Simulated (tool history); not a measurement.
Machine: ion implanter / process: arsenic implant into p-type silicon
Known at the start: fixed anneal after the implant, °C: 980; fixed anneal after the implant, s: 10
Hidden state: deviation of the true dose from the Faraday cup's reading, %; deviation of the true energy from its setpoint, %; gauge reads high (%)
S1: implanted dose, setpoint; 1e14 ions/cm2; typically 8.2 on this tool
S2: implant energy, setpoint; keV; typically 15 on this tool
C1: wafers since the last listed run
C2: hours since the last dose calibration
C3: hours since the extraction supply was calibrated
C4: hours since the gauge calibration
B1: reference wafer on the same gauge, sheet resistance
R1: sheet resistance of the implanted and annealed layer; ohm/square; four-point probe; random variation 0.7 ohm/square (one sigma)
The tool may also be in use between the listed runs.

{"run": 1, "hour": 0.0, "S1": 8.2, "S2": 13, "C1": 0, "C2": 718.5, "C3": 6407.6, "C4": 101, "B1": 181.02, "R1": 176.6}
{"run": 2, "hour": 15.3, "S1": 8.2, "S2": 15, "C1": 218, "C2": 733.8, "C3": 6422.9, "C4": 116.3, "B1": 180.89, "R1": 170.66}
{"run": 3, "hour": 28.4, "S1": 8.2, "S2": 15, "C1": 187, "C2": 746.9, "C3": 6436, "C4": 129.4, "B1": 180.95, "R1": 169.41}
{"run": 4, "hour": 45.7, "S1": 8.2, "S2": 15, "C1": 247, "C2": 764.2, "C3": 6453.3, "C4": 146.7, "B1": 180.62, "R1": 169.16}
{"run": 5, "hour": 63.2, "S1": 8.2, "S2": 15, "C1": 250, "C2": 781.7, "C3": 6470.8, "C4": 164.2, "B1": 180.82, "R1": 170.18}
{"run": 6, "hour": 69.6, "S1": 6.58, "S2": 18.5, "C1": 91, "C2": 788.1, "C3": 6477.2, "C4": 170.6, "B1": 180.67, "R1": 179.85}
{"run": 7, "hour": 82.1, "S1": 6.58, "S2": 18.5, "C1": 178, "C2": 800.6, "C3": 6489.7, "C4": 183.1, "B1": 180.47, "R1": 180.2}
{"run": 8, "hour": 91.3, "S1": 6.58, "S2": 18.5, "C1": 131, "C2": 809.8, "C3": 6498.9, "C4": 192.3, "B1": 180.83, "R1": 178.43}
{"run": 9, "hour": 105.9, "S1": 6.32, "S2": 15, "C1": 208, "C2": 824.4, "C3": 6513.5, "C4": 206.9, "B1": 180.94, "R1": 189.39}
{"run": 10, "hour": 121.8, "S1": 6.32, "S2": 15, "C1": 227, "C2": 840.3, "C3": 6529.4, "C4": 222.8, "B1": 181.24, "R1": 189.85}
{"run": 11, "hour": 137.4, "S1": 6.32, "S2": 15, "C1": 223, "C2": 855.9, "C3": 6545, "C4": 238.4, "B1": 181.11, "R1": 191.03}
{"run": 12, "hour": 154.9, "S1": 8.2, "S2": 15, "C1": 250, "C2": 873.4, "C3": 6562.5, "C4": 255.9, "B1": 180.82, "R1": 170.44}
{"run": 13, "hour": 162.6, "S1": 8.2, "S2": 15, "C1": 110, "C2": 881.1, "C3": 6570.2, "C4": 263.6, "B1": 181.09, "R1": 169.89}
{"run": 14, "hour": 178.2, "S1": 8.2, "S2": 15, "C1": 223, "C2": 896.7, "C3": 6585.8, "C4": 279.2, "B1": 180.62, "R1": 170.45}
{"hour": 195.3, "done": "extraction supply calibrated"}
{"run": 15, "hour": 195.8, "S1": 8.2, "S2": 15, "C1": 137, "C2": 914.3, "C3": 0.5, "C4": 296.8, "B1": 181.05, "R1": 169.86}
{"run": 16, "hour": 208.9, "S1": 8.2, "S2": 15, "C1": 187, "C2": 927.4, "C3": 13.6, "C4": 309.9, "B1": 180.95, "R1": 171.82}
{"run": 17, "hour": 218.3, "S1": 6.05, "S2": 11.5, "C1": 134, "C2": 936.8, "C3": 23, "C4": 319.3, "B1": 181.03, "R1": 205.06}
{"run": 18, "hour": 232.0, "S1": 6.83, "S2": 15, "C1": 196, "C2": 950.5, "C3": 36.7, "C4": 333, "B1": 180.8, "R1": 182.6}
{"hour": 244.7, "done": "Faraday cup replaced and dose calibrated"}
{"run": 19, "hour": 245.2, "S1": 7.12, "S2": 15, "C1": 74, "C2": 0.5, "C3": 49.9, "C4": 346.2, "B1": 180.81, "R1": 180.81}
{"run": 20, "hour": 253.6, "S1": 8.2, "S2": 15, "C1": 120, "C2": 8.9, "C3": 58.3, "C4": 354.6, "B1": 180.9, "R1": 170.72}
{"run": 21, "hour": 270.2, "S1": 7.08, "S2": 17, "C1": 237, "C2": 25.5, "C3": 74.9, "C4": 371.2, "B1": 181.02, "R1": 175.27}
{"run": 22, "hour": 279.4, "S1": 8.2, "S2": 15, "C1": 131, "C2": 34.7, "C3": 84.1, "C4": 380.4, "B1": 180.72, "R1": 170.41}
{"hour": 287.0, "done": "gauge calibrated"}
{"run": 23, "hour": 297.0, "S1": 6.43, "S2": 19, "C1": 251, "C2": 52.3, "C3": 101.7, "C4": 10, "B1": 181.14, "R1": 180.44}
{"run": 24, "hour": 303.4, "S1": 8.2, "S2": 15, "C1": 91, "C2": 58.7, "C3": 108.1, "C4": 16.4, "B1": 180.84, "R1": 170.18}
{"run": 25, "hour": 355.3, "S1": 7.49, "S2": 15, "C1": 742, "C2": 110.6, "C3": 160, "C4": 68.3, "B1": 180.83, "R1": 176.13}
{"run": 26, "hour": 361.9, "S1": 9.95, "S2": 16.5, "C1": 94, "C2": 117.2, "C3": 166.6, "C4": 74.9, "B1": 180.48, "R1": 154.49}
{"run": 27, "hour": 369.2, "S1": 6.68, "S2": 18.5, "C1": 104, "C2": 124.5, "C3": 173.9, "C4": 82.2, "B1": 180.88, "R1": 176.99}
{"run": 28, "hour": 376.6, "S1": 10.26, "S2": 19, "C1": 105, "C2": 131.9, "C3": 181.3, "C4": 89.6, "B1": 181.24, "R1": 145.79}
{"run": 29, "hour": 427.7, "S1": 5.76, "S2": 18, "C1": 731, "C2": 183, "C3": 232.4, "C4": 140.7, "B1": 181.23, "R1": 193.93}
{"run": 30, "hour": 444.9, "S1": 7.42, "S2": 19, "C1": 246, "C2": 200.2, "C3": 249.6, "C4": 157.9, "B1": 181.09, "R1": 166.81}
{"run": 31, "hour": 460.9, "S1": 7.37, "S2": 13.5, "C1": 228, "C2": 216.2, "C3": 265.6, "C4": 173.9, "B1": 180.54, "R1": 182.02}
{"run": 32, "hour": 467.4, "S1": 9.63, "S2": 12, "C1": 93, "C2": 222.7, "C3": 272.1, "C4": 180.4, "B1": 180.81, "R1": 170.79}

Here are 3 independent what-if runs from the current tool condition. What would each one return?
{"run": "A", "hour": 467.8, "S1": 6.33, "S2": 15, "C1": 5, "C2": 223.1, "C3": 272.5, "C4": 180.8, "B1": "?", "R1": "?"}
{"run": "B", "hour": 467.8, "S1": 8.99, "S2": 15, "C1": 5, "C2": 223.1, "C3": 272.5, "C4": 180.8, "B1": "?", "R1": "?"}
{"run": "C", "hour": 467.8, "S1": 9.07, "S2": 20, "C1": 5, "C2": 223.1, "C3": 272.5, "C4": 180.8, "B1": "?", "R1": "?"}

run=A B1=180.98 R1=190.12
run=B B1=180.98 R1=164.86
run=C B1=180.98 R1=150.57
Stripped of hidden state, with their random variation kept, the same runs would have yielded:
run=A R1=190.12
run=B R1=164.86
run=C R1=150.57
